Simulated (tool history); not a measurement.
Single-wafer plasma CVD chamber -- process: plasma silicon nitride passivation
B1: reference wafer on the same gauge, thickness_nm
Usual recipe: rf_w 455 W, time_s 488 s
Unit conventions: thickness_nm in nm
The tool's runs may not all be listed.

{"run": 1, "hour": 0.0, "rf_w": 455, "time_s": 453, "B1": 710.206, "thickness_nm": 590.647}
{"run": 2, "hour": 63.2, "rf_w": 475, "time_s": 431, "B1": 708.93, "thickness_nm": 564.082}
{"run": 3, "hour": 85.1, "rf_w": 475, "time_s": 431, "B1": 710.763, "thickness_nm": 562.852}
{"run": 4, "hour": 115.8, "rf_w": 475, "time_s": 431, "B1": 711.226, "thickness_nm": 566.346}
{"run": 5, "hour": 206.4, "rf_w": 500, "time_s": 438, "B1": 709.22, "thickness_nm": 580.76}
{"run": 6, "hour": 219.1, "rf_w": 500, "time_s": 438, "B1": 709.985, "thickness_nm": 585.073}
{"run": 7, "hour": 233.6, "rf_w": 455, "time_s": 526, "B1": 710.243, "thickness_nm": 678.657}
{"run": 8, "hour": 254.3, "rf_w": 455, "time_s": 526, "B1": 709.982, "thickness_nm": 677.763}
{"run": 9, "hour": 269.3, "rf_w": 455, "time_s": 488, "B1": 709.42, "thickness_nm": 627.713}
{"run": 10, "hour": 300.2, "rf_w": 455, "time_s": 488, "B1": 709.991, "thickness_nm": 624.704}
{"run": 11, "hour": 322.9, "rf_w": 455, "time_s": 488, "B1": 710.301, "thickness_nm": 627.763}
{"run": 12, "hour": 339.3, "rf_w": 455, "time_s": 488, "B1": 709.603, "thickness_nm": 630.359}
{"run": 13, "hour": 357.7, "rf_w": 455, "time_s": 488, "B1": 710.13, "thickness_nm": 629.439}
{"hour": 416.1, "done": "gauge calibrated"}
{"hour": 449.1, "done": "showerhead replaced"}
{"run": 14, "hour": 461.0, "rf_w": 455, "time_s": 488, "B1": 709.353, "thickness_nm": 629.556}
{"run": 15, "hour": 491.4, "rf_w": 455, "time_s": 488, "B1": 709.74, "thickness_nm": 625.896}
{"run": 16, "hour": 575.8, "rf_w": 490, "time_s": 557, "B1": 711.273, "thickness_nm": 731.284}
{"run": 17, "hour": 602.3, "rf_w": 490, "time_s": 557, "B1": 709.771, "thickness_nm": 732.181}
{"run": 18, "hour": 642.5, "rf_w": 490, "time_s": 557, "B1": 710.859, "thickness_nm": 729.705}
{"run": 19, "hour": 674.4, "rf_w": 455, "time_s": 488, "B1": 711.062, "thickness_nm": 625.96}
{"hour": 689.2, "done": "RF generator calibrated"}
{"run": 20, "hour": 706.3, "rf_w": 540, "time_s": 525, "B1": 710.018, "thickness_nm": 730.684}
{"run": 21, "hour": 786.8, "rf_w": 455, "time_s": 488, "B1": 709.015, "thickness_nm": 637.4}
{"run": 22, "hour": 819.2, "rf_w": 380, "time_s": 431, "B1": 710.013, "thickness_nm": 535.314}
{"run": 23, "hour": 843.8, "rf_w": 420, "time_s": 455, "B1": 710.076, "thickness_nm": 581.687}
{"run": 24, "hour": 864.7, "rf_w": 415, "time_s": 488, "B1": 709.86, "thickness_nm": 621.078}

What will run 25 give?
{"run": 25, "hour": 887.0, "rf_w": 390, "time_s": 552, "B1": "?", "thickness_nm": "?"}

{"run 25": {"B1": 709.332, "thickness_nm": 694.873}}
The same run, on a tool lacking any hidden state, would have yielded thickness_nm 696.318 nm.
